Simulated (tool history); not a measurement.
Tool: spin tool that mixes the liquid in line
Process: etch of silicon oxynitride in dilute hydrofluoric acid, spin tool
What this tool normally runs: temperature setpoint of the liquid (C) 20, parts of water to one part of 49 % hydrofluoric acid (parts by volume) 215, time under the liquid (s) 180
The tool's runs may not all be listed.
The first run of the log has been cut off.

run	hour	temperature setpoint of the liquid (C)	parts of water to one part of 49 % hydrofluoric acid (parts by volume)	time under the liquid (s)	read-back film thickness of the silicon oxynitride reference wafer, read on the same gauge (nm)	thickness taken off the silicon oxynitride on a monitor wafer (angstrom)
2	37.9	20	290	180	110.001	10.16
3	63.2	20	290	180	110.009	10.31
4	113.1	20	290	180	109.953	10.79
5	172.3	20	215	150	110.007	12.99
6	218.9	20	215	150	110.017	12.81
7	279.7	20	215	245	109.995	20.88
8	350.6	20	215	245	109.992	21.17
9	387.6	20	215	180	109.979	15.60
10	413.2	20	215	180	109.980	15.49
# hour 466.1: thermometer replaced
11	473.9	20	215	180	110.005	14.48
# hour 501.9: gauge calibrated
12	521.7	20	215	250	109.985	19.78
13	567.1	20	215	250	110.022	20.13
14	600.4	20	215	250	109.998	20.16
15	635.7	22	215	180	109.984	15.94
16	703.2	20	245	180	110.002	12.80
17	728.2	17	215	140	109.956	9.55
18	783.5	20	215	180	109.985	15.20

What will run 19 give?
19	835.9	23	305	95	?	?

Run 19 came out at read-back film thickness of the silicon oxynitride reference wafer, read on the same gauge (nm) 110.018, thickness taken off the silicon oxynitride on a monitor wafer (angstrom) 5.98.
Without the tool's hidden state the same run would have given thickness taken off the silicon oxynitride on a monitor wafer (angstrom) 5.17.
